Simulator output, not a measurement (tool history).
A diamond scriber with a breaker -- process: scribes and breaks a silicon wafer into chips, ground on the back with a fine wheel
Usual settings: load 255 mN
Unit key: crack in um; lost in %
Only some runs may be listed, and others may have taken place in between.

run	day	load	wafers since the last listed run	hours since the diamond tip was replaced	hours since the load on the tip was calibrated	incoming depth of the damage left on the back of the incoming wafer, um	crack	lost
1	0.000	302	0	460.2	1000.6	2.82	15.46	2.79
2	2.933	302	112	530.6	1071.0	1.96	15.56	2.30
3	4.021	292	41	556.7	1097.1	1.60	15.33	1.82
4	6.367	255	90	613.0	1153.4	1.82	13.57	2.58
5	11.021	255	178	724.7	1265.1	2.94	13.40	3.34
# day 11.462: diamond tip replaced by a new one
6	12.796	255	64	32.0	1307.7	2.85	13.66	3.31
7	15.417	214	100	94.9	1370.6	2.55	11.88	7.72
8	24.017	214	329	301.3	1577.0	2.13	11.74	7.28
9	25.225	310	46	330.3	1606.0	1.98	15.25	2.08
10	26.296	310	41	356.0	1631.7	1.88	15.38	2.07
11	27.358	255	40	381.5	1657.2	2.63	13.03	3.56
12	28.954	187	61	419.8	1695.5	2.02	10.37	12.96
13	31.583	231	100	482.9	1758.6	2.70	12.19	5.61
14	34.571	322	114	554.6	1830.3	2.51	15.27	2.32
15	35.725	325	44	582.3	1858.0	2.24	15.84	2.44
# day 36.579: diamond tip replaced by a new one
16	36.750	255	36	4.1	1882.6	2.02	12.73	3.44
# day 37.112: load on the tip recalibrated
17	38.879	293	78	55.2	42.4	2.20	16.14	3.65
18	41.725	191	109	123.5	110.7	2.17	11.89	8.11
19	43.683	255	75	170.5	157.7	2.43	14.50	2.25
20	45.392	255	65	211.5	198.7	1.67	14.52	2.07
21	48.212	315	108	279.2	266.4	1.70	16.84	3.94

What differs in the tool's unlogged condition from the final listed run ahead of each entry between runs to the first listed run following it?
Between runs 5 and 6: diamond tip replaced by a new one (day 11.462)
  deviation of the load on the tip from its setpoint, %: -9.35 -> -9.74
  measured result minus the result with no hidden state, crack: -1.00 -> -1.07 um; lost: +0.75 -> +0.80 %
Between runs 15 and 16: diamond tip replaced by a new one (day 36.579)
  deviation of the load on the tip from its setpoint, %: -14.8 -> -15
  measured result minus the result with no hidden state, crack: -1.97 -> -1.61 um; lost: -2.84 -> +1.54 %
Between runs 16 and 17: load on the tip recalibrated (day 37.112)
  deviation of the load on the tip from its setpoint, %: -15 -> 0.963
  measured result minus the result with no hidden state, crack: -1.61 -> +0.11 um; lost: +1.54 -> +0.17 %
